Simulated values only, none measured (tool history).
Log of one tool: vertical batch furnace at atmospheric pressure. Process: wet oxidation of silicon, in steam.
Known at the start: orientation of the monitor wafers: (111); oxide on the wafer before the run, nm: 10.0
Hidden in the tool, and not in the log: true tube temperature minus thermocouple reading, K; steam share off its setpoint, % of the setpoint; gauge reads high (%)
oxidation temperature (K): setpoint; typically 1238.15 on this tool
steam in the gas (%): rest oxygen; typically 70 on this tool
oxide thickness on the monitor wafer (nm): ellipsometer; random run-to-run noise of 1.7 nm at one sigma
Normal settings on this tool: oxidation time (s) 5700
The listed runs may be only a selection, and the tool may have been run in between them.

run     day  oxidation temperature (K)  oxidation time (s)  steam in the gas (%)  wafers since the last listed run  hours since the last temperature calibration  hours since the steam generator was serviced  hours since the gauge calibration  read-back reference wafer on the same gauge, thickness  oxide thickness on the monitor wafer (nm)
  1       0                    1238.15                5700                    70                                 0                                        2284.2                                          1123                              107.6                                                  417.06                                     402.88
  2   0.279                    1238.15                5700                    70                               125                                        2290.9                                        1129.7                              114.3                                                   417.4                                     400.35
  3   1.092                    1238.15                5700                    70                               364                                        2310.4                                        1149.2                              133.8                                                  417.15                                     395.55
  4   1.496                    1238.15                4590                    70                               181                                        2320.1                                        1158.9                              143.5                                                  417.12                                     345.57
  5   3.112                    1238.15                4590                    70                               725                                        2358.9                                        1197.7                              182.3                                                  417.03                                     346.33
  6    3.45                    1238.15                5700                    70                               151                                          2367                                        1205.8                              190.4                                                  416.65                                     400.85
  7   3.829                    1238.15                5700                    70                               170                                        2376.1                                        1214.9                              199.5                                                     417                                     400.63
  8   5.025                    1238.15                5700                    70                               536                                        2404.8                                        1243.6                              228.2                                                  416.91                                     399.55
  9   5.838                    1238.15                7440                    70                               364                                        2424.3                                        1263.1                              247.7                                                  416.93                                     472.72
 10   6.458                    1238.15                7440                    70                               278                                        2439.2                                          1278                              262.6                                                  417.25                                     474.64
 11   7.083                    1238.15                7440                    70                               280                                        2454.2                                          1293                              277.6                                                  417.53                                     476.34
 12   9.242                    1238.15                5700                    70                               968                                          2506                                        1344.8                              329.4                                                  416.94                                     401.38
 13   9.917                    1238.15                5700                    70                               302                                        2522.2                                          1361                              345.6                                                  416.83                                     398.32
 14  10.638                    1238.15                5700                    70                               323                                        2539.5                                        1378.3                              362.9                                                   417.4                                     399.43
     11.621  -- gauge calibrated
     11.883  -- steam generator serviced
 15  11.904                    1238.15                7170                    70                               119                                        2569.9                                           0.5                                6.8                                                  417.05                                     482.31
 16    12.1                    1238.15                7170                    70                                87                                        2574.6                                           5.2                               11.5                                                  417.06                                     483.41
 17    12.3                    1238.15                7170                    70                                89                                        2579.4                                            10                               16.3                                                  417.03                                     486.98
 18  12.588                    1238.15                5700                    70                               129                                        2586.3                                          16.9                               23.2                                                  417.03                                     418.04
 19    13.4                    1238.15                4620                    70                               364                                        2605.8                                          36.4                               42.7                                                  417.12                                     362.23
     14.512  -- thermocouples replaced and temperature profile calibrated
 20  14.533                    1263.15                8070                    70                                59                                           0.5                                          63.6                               69.9                                                  416.95                                     592.39
 21  14.879                    1238.15                5700                    70                               155                                           8.8                                          71.9                               78.2                                                  416.63                                     416.16
 22  15.179                    1238.15                5700                    70                               134                                            16                                          79.1                               85.4                                                  416.46                                      415.1
 23  15.467                    1238.15                5700                    70                               129                                          22.9                                            86                               92.3                                                  417.21                                     417.96
 24  16.029                    1238.15                5700                    70                               252                                          36.4                                          99.5                              105.8                                                  417.14                                     414.38
 25    16.8                    1217.15                4890                    78                               345                                          54.9                                           118                              124.3                                                  417.13                                     347.38
 26  17.621                    1214.15                5700                    70                               368                                          74.6                                         137.7                                144                                                  417.19                                     346.82
 27  18.112                    1238.15                5700                    58                               220                                          86.4                                         149.5                              155.8                                                  416.98                                     363.27
 28  18.812                    1238.15                5700                    70                               314                                         103.2                                         166.3                              172.6                                                  417.09                                     413.52
 29  19.217                    1222.15                5700                    70                               181                                         112.9                                           176                              182.3                                                  416.83                                      368.9
 30  19.658                    1250.15                7140                    79                               198                                         123.5                                         186.6                              192.9                                                  417.13                                     552.16
 31  20.146                    1238.15                5700                    70                               218                                         135.2                                         198.3                              204.6                                                  417.04                                     410.47
 32  20.829                    1230.15                5700                    70                               306                                         151.6                                         214.7                                221                                                  416.93                                     388.31
 33  21.271                    1257.15                4320                    78                               198                                         162.2                                         225.3                              231.6                                                  416.84                                     417.53
 34  21.858                    1238.15                5700                    74                               263                                         176.3                                         239.4                              245.7                                                  416.79                                     425.37
 35  22.242                    1246.15                7200                    74                               172                                         185.5                                         248.6                              254.9                                                  416.67                                     516.95

Exercise: give the hidden state of the tool at every run:
true tube temperature minus thermocouple reading, K: 0, the same for each run
gauge reads high (%): 0, the same for each run
H1: steam share off its setpoint, % of the setpoint
run      H1
  1   -7.51
  2   -7.52
  3   -7.55
  4   -7.57
  5   -7.62
  6   -7.63
  7   -7.64
  8   -7.67
  9   -7.69
 10   -7.71
 11   -7.73
 12   -7.78
 13   -7.79
 14   -7.81
 15   -0.75
 16  -0.827
 17  -0.904
 18   -1.01
 19   -1.32
 20   -1.72
 21   -1.84
 22   -1.94
 23   -2.03
 24   -2.22
 25   -2.46
 26    -2.7
 27   -2.85
 28   -3.04
 29   -3.15
 30   -3.27
 31    -3.4
 32   -3.57
 33   -3.68
 34   -3.82
 35   -3.91
